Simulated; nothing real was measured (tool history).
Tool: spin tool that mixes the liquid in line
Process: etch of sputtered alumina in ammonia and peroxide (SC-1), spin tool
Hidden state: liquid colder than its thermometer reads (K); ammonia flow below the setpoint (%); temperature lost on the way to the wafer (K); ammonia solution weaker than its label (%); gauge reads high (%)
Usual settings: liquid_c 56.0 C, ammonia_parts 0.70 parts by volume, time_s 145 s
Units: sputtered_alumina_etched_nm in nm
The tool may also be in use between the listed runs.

run	hour	liquid_c	ammonia_parts	time_s	wafers since the last listed run	hours since the thermometer was replaced	hours since the ammonia flow meter was replaced	hours since the heated supply line was repaired	hours since the drum of ammonia solution was connected	hours since the gauge calibration	read-back film thickness of the sputtered alumina reference wafer, read on the same gauge (nm)	sputtered_alumina_etched_nm
1	0.0	56.0	0.70	145	0	2632.8	1941.1	2019.4	449.7	302.4	100.00	12.80
2	39.5	56.0	0.95	145	339	2672.3	1980.6	2058.9	489.2	341.9	99.98	13.19
# hour 68.3: heated supply line repaired
3	79.6	56.0	0.95	145	336	2712.4	2020.7	11.3	529.3	382.0	99.99	13.92
4	110.5	56.0	0.70	175	265	2743.3	2051.6	42.2	560.2	412.9	100.04	16.25
5	144.3	60.5	0.70	145	290	2777.1	2085.4	76.0	594.0	446.7	100.00	16.74
6	198.4	59.5	0.85	145	464	2831.2	2139.5	130.1	648.1	500.8	100.02	16.25
7	260.4	52.5	0.70	145	532	2893.2	2201.5	192.1	710.1	562.8	100.01	11.05
8	326.0	52.0	0.70	180	563	2958.8	2267.1	257.7	775.7	628.4	100.00	13.20
9	367.6	56.0	0.70	145	357	3000.4	2308.7	299.3	817.3	670.0	99.99	13.22
10	420.0	60.0	1.00	75	450	3052.8	2361.1	351.7	869.7	722.4	99.97	8.80
# hour 443.7: thermometer replaced
11	488.6	62.0	1.00	145	581	44.9	2429.7	420.3	938.3	791.0	100.04	20.01
# hour 545.7: ammonia flow meter replaced
12	587.4	49.0	0.60	220	840	143.7	41.7	519.1	1037.1	889.8	100.01	14.46
13	618.4	56.0	0.70	215	266	174.7	72.7	550.1	1068.1	920.8	100.00	21.14
14	683.0	59.0	0.35	210	555	239.3	137.3	614.7	1132.7	985.4	99.98	22.32
# hour 706.4: new drum of ammonia solution connected
15	716.7	56.0	0.70	145	281	273.0	171.0	648.4	10.3	1019.1	99.98	14.16
16	766.3	52.5	0.70	75	426	322.6	220.6	698.0	59.9	1068.7	100.00	6.13
# hour 778.0: gauge calibrated
17	832.6	63.0	0.70	210	569	388.9	286.9	764.3	126.2	54.6	100.00	29.06
18	881.3	46.0	0.45	90	418	437.6	335.6	813.0	174.9	103.3	100.03	4.78
19	942.9	66.0	0.60	85	529	499.2	397.2	874.6	236.5	164.9	100.03	13.49
20	999.2	56.0	0.70	145	483	555.5	453.5	930.9	292.8	221.2	100.01	13.84
21	1041.9	64.5	0.95	100	367	598.2	496.2	973.6	335.5	263.9	100.00	15.31
22	1111.4	56.0	0.70	145	597	667.7	565.7	1043.1	405.0	333.4	100.01	13.97
23	1182.8	51.5	0.95	220	613	739.1	637.1	1114.5	476.4	404.8	99.96	16.94
24	1212.5	64.0	0.70	145	255	768.8	666.8	1144.2	506.1	434.5	100.00	21.01

5 ways to go on from here, each from the tool as it stands after run 24. What would each give?
A	1213.0	56.0	0.70	145	4	769.3	667.3	1144.7	506.6	435.0	?	?
B	1213.0	56.0	0.80	115	4	769.3	667.3	1144.7	506.6	435.0	?	?
C	1213.0	56.0	0.55	185	4	769.3	667.3	1144.7	506.6	435.0	?	?
D	1213.0	63.0	0.95	105	4	769.3	667.3	1144.7	506.6	435.0	?	?
E	1213.0	61.5	0.95	100	4	769.3	667.3	1144.7	506.6	435.0	?	?

run	read-back film thickness of the sputtered alumina reference wafer, read on the same gauge (nm)	sputtered_alumina_etched_nm
A	100.00	13.78
B	100.00	11.07
C	100.00	17.19
D	100.00	14.77
E	100.00	13.03
Without the tool's hidden state the same runs would have given:
run	sputtered_alumina_etched_nm
A	14.46
B	11.61
C	18.03
D	15.45
E	13.64

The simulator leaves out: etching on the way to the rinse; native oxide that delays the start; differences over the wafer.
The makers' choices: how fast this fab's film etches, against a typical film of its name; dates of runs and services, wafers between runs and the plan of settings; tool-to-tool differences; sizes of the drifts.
